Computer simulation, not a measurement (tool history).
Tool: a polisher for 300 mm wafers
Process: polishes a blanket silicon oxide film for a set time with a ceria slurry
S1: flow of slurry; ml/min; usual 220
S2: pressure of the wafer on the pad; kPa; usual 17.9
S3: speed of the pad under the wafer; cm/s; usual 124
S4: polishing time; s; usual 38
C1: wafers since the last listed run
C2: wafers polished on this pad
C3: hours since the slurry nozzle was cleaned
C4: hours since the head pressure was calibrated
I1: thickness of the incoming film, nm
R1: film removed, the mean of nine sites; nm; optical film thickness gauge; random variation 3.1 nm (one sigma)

{"run": 1, "hour": 0.0, "S1": 220, "S2": 21.4, "S3": 124, "S4": 38, "C1": 0, "C2": 990, "C3": 634.3, "C4": 96.3, "I1": 753, "R1": 249}
{"hour": 38.0, "done": "slurry nozzle cleaned"}
{"run": 2, "hour": 168.7, "S1": 220, "S2": 21.4, "S3": 124, "S4": 38, "C1": 1316, "C2": 2307, "C3": 130.7, "C4": 265, "I1": 745.8, "R1": 257.1}
{"run": 3, "hour": 236.8, "S1": 220, "S2": 21.4, "S3": 124, "S4": 38, "C1": 534, "C2": 2842, "C3": 198.8, "C4": 333.1, "I1": 754.7, "R1": 264.9}
{"hour": 293.7, "done": "worn pad replaced by a new one"}
{"run": 4, "hour": 302.9, "S1": 220, "S2": 17.9, "S3": 124, "S4": 38, "C1": 487, "C2": 72, "C3": 264.9, "C4": 399.2, "I1": 751.9, "R1": 220.3}
{"run": 5, "hour": 340.7, "S1": 220, "S2": 17.9, "S3": 124, "S4": 38, "C1": 296, "C2": 369, "C3": 302.7, "C4": 437, "I1": 740.1, "R1": 225.3}
{"run": 6, "hour": 410.1, "S1": 220, "S2": 17.9, "S3": 124, "S4": 38, "C1": 544, "C2": 914, "C3": 372.1, "C4": 506.4, "I1": 760.9, "R1": 225.2}
{"run": 7, "hour": 444.4, "S1": 220, "S2": 17.9, "S3": 124, "S4": 38, "C1": 269, "C2": 1183, "C3": 406.4, "C4": 540.7, "I1": 751.3, "R1": 222.3}
{"run": 8, "hour": 473.7, "S1": 220, "S2": 15.2, "S3": 124, "S4": 38, "C1": 230, "C2": 1413, "C3": 435.7, "C4": 570, "I1": 747.8, "R1": 189.9}
{"run": 9, "hour": 504.9, "S1": 220, "S2": 15.2, "S3": 124, "S4": 38, "C1": 244, "C2": 1658, "C3": 466.9, "C4": 601.2, "I1": 755.5, "R1": 186.5}
{"run": 10, "hour": 574.2, "S1": 220, "S2": 15.2, "S3": 124, "S4": 38, "C1": 544, "C2": 2202, "C3": 536.2, "C4": 670.5, "I1": 755.6, "R1": 192.8}
{"run": 11, "hour": 682.4, "S1": 220, "S2": 17.9, "S3": 124, "S4": 38, "C1": 849, "C2": 3052, "C3": 644.4, "C4": 778.7, "I1": 756.8, "R1": 233.7}
{"hour": 724.6, "done": "slurry nozzle cleaned"}
{"hour": 725.3, "done": "worn pad replaced by a new one"}
{"run": 12, "hour": 744.0, "S1": 220, "S2": 17.9, "S3": 124, "S4": 38, "C1": 470, "C2": 146, "C3": 19.4, "C4": 840.3, "I1": 758.9, "R1": 227.6}
{"run": 13, "hour": 789.0, "S1": 220, "S2": 17.9, "S3": 124, "S4": 38, "C1": 353, "C2": 499, "C3": 64.4, "C4": 885.3, "I1": 756.9, "R1": 221.5}
{"run": 14, "hour": 884.1, "S1": 220, "S2": 17.9, "S3": 124, "S4": 38, "C1": 746, "C2": 1246, "C3": 159.5, "C4": 980.4, "I1": 753.5, "R1": 234.3}
{"run": 15, "hour": 926.3, "S1": 220, "S2": 17.9, "S3": 124, "S4": 42, "C1": 331, "C2": 1577, "C3": 201.7, "C4": 1022.6, "I1": 746.4, "R1": 249.9}
{"run": 16, "hour": 975.9, "S1": 220, "S2": 17.9, "S3": 124, "S4": 42, "C1": 389, "C2": 1967, "C3": 251.3, "C4": 1072.2, "I1": 745.3, "R1": 250.4}
{"run": 17, "hour": 1046.3, "S1": 220, "S2": 15.2, "S3": 124, "S4": 38, "C1": 552, "C2": 2520, "C3": 321.7, "C4": 1142.6, "I1": 741.3, "R1": 196}
{"run": 18, "hour": 1113.3, "S1": 220, "S2": 17.9, "S3": 124, "S4": 38, "C1": 526, "C2": 3046, "C3": 388.7, "C4": 1209.6, "I1": 750.7, "R1": 232.3}
{"hour": 1128.0, "done": "worn pad replaced by a new one"}
{"run": 19, "hour": 1167.1, "S1": 220, "S2": 17.9, "S3": 124, "S4": 38, "C1": 391, "C2": 306, "C3": 442.5, "C4": 1263.4, "I1": 758.6, "R1": 234.6}
{"hour": 1218.5, "done": "head pressure recalibrated"}
{"run": 20, "hour": 1235.7, "S1": 165, "S2": 20.7, "S3": 140, "S4": 38, "C1": 522, "C2": 829, "C3": 511.1, "C4": 17.2, "I1": 757, "R1": 257.5}
{"run": 21, "hour": 1291.4, "S1": 220, "S2": 17.9, "S3": 124, "S4": 38, "C1": 437, "C2": 1267, "C3": 566.8, "C4": 72.9, "I1": 741, "R1": 210.4}
{"hour": 1403.2, "done": "slurry nozzle cleaned"}
{"run": 22, "hour": 1438.6, "S1": 145, "S2": 16.5, "S3": 110, "S4": 28, "C1": 1147, "C2": 2414, "C3": 35.4, "C4": 220.1, "I1": 748.3, "R1": 129.3}
{"hour": 1488.7, "done": "worn pad replaced by a new one, of another model than before"}
{"run": 23, "hour": 1498.9, "S1": 180, "S2": 17.9, "S3": 102, "S4": 49, "C1": 442, "C2": 80, "C3": 95.7, "C4": 280.4, "I1": 742.8, "R1": 256.5}
{"run": 24, "hour": 1562.4, "S1": 160, "S2": 17.9, "S3": 124, "S4": 27, "C1": 498, "C2": 578, "C3": 159.2, "C4": 343.9, "I1": 748.5, "R1": 149.2}
{"run": 25, "hour": 1738.7, "S1": 270, "S2": 11.7, "S3": 124, "S4": 38, "C1": 1384, "C2": 1963, "C3": 335.5, "C4": 520.2, "I1": 740.7, "R1": 174.8}
{"run": 26, "hour": 1769.8, "S1": 220, "S2": 17.9, "S3": 124, "S4": 38, "C1": 244, "C2": 2207, "C3": 366.6, "C4": 551.3, "I1": 740.5, "R1": 224.8}
{"run": 27, "hour": 1824.7, "S1": 220, "S2": 17.9, "S3": 100, "S4": 38, "C1": 431, "C2": 2638, "C3": 421.5, "C4": 606.2, "I1": 755.2, "R1": 204.4}
{"run": 28, "hour": 1852.1, "S1": 170, "S2": 17.9, "S3": 160, "S4": 34, "C1": 215, "C2": 2853, "C3": 448.9, "C4": 633.6, "I1": 754, "R1": 227.8}
{"run": 29, "hour": 1895.3, "S1": 295, "S2": 17.9, "S3": 146, "S4": 38, "C1": 339, "C2": 3192, "C3": 492.1, "C4": 676.8, "I1": 754.4, "R1": 241.3}
{"hour": 1930.4, "done": "worn pad replaced by a new one"}
{"run": 30, "hour": 1966.0, "S1": 190, "S2": 15.2, "S3": 150, "S4": 32, "C1": 523, "C2": 279, "C3": 562.8, "C4": 747.5, "I1": 749.4, "R1": 188.2}
{"run": 31, "hour": 2011.6, "S1": 220, "S2": 17.9, "S3": 124, "S4": 38, "C1": 358, "C2": 637, "C3": 608.4, "C4": 793.1, "I1": 738, "R1": 222.3}
{"run": 32, "hour": 2045.7, "S1": 220, "S2": 20, "S3": 82, "S4": 38, "C1": 267, "C2": 905, "C3": 642.5, "C4": 827.2, "I1": 748.7, "R1": 201.8}

The tool's hidden state at each run:
removal rate lost through wear of the pad, %: 0 in every run
slurry flow missing at the pad, %: 0 in every run
H1: deviation of the head's pressure from its setpoint, %
run=1 H1=0.962
run=2 H1=4.46
run=3 H1=5.49
run=4 H1=6.33
run=5 H1=6.75
run=6 H1=7.42
run=7 H1=7.71
run=8 H1=7.93
run=9 H1=8.15
run=10 H1=8.59
run=11 H1=9.13
run=12 H1=9.38
run=13 H1=9.53
run=14 H1=9.81
run=15 H1=9.91
run=16 H1=10
run=17 H1=10.1
run=18 H1=10.2
run=19 H1=10.3
run=20 H1=0.276
run=21 H1=1.91
run=22 H1=5.24
run=23 H1=6.28
run=24 H1=7.21
run=25 H1=9.1
run=26 H1=9.36
run=27 H1=9.76
run=28 H1=9.94
run=29 H1=10.2
run=30 H1=10.6
run=31 H1=10.8
run=32 H1=10.9

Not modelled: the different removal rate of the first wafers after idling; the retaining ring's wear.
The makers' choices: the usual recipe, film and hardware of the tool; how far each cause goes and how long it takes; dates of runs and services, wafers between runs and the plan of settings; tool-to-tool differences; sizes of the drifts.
